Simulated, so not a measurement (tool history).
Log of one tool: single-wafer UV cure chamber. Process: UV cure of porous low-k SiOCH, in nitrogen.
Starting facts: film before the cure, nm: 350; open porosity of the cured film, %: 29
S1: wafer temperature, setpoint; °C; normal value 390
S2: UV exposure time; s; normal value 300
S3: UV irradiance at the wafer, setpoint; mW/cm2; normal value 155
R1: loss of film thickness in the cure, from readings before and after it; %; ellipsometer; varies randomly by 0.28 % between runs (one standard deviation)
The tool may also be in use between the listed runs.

run,hour,S1,S2,S3,R1
1,0.0,390,300,155,17.486
2,292.0,390,300,155,16.278
# hour 342.9: quartz window cleaned
3,367.6,390,300,155,17.750
4,436.2,390,300,155,17.677
5,479.1,374,300,155,17.676
6,520.8,374,300,155,17.440
7,571.5,390,300,131,15.943
8,641.1,390,300,131,16.215
9,677.2,390,300,155,17.020
10,713.8,390,300,155,16.775
11,805.9,390,175,142,13.305
# hour 869.8: quartz window cleaned
12,896.9,390,300,155,17.204
13,999.7,390,300,155,17.830
14,1102.9,390,300,155,17.600
15,1162.1,381,300,177,17.854
16,1260.4,390,300,146,16.286
# hour 1305.3: UV bulbs replaced
17,1305.8,390,300,146,16.818
18,1346.6,402,445,185,20.237

Run 19 comes next. What will it give?
# hour 1407.4: quartz window cleaned
19,1407.9,390,215,155,?

{"run 19": {"R1": 15.654}}
If the tool had no hidden condition, the same run with the same run-to-run variation would have returned R1 15.795 %.
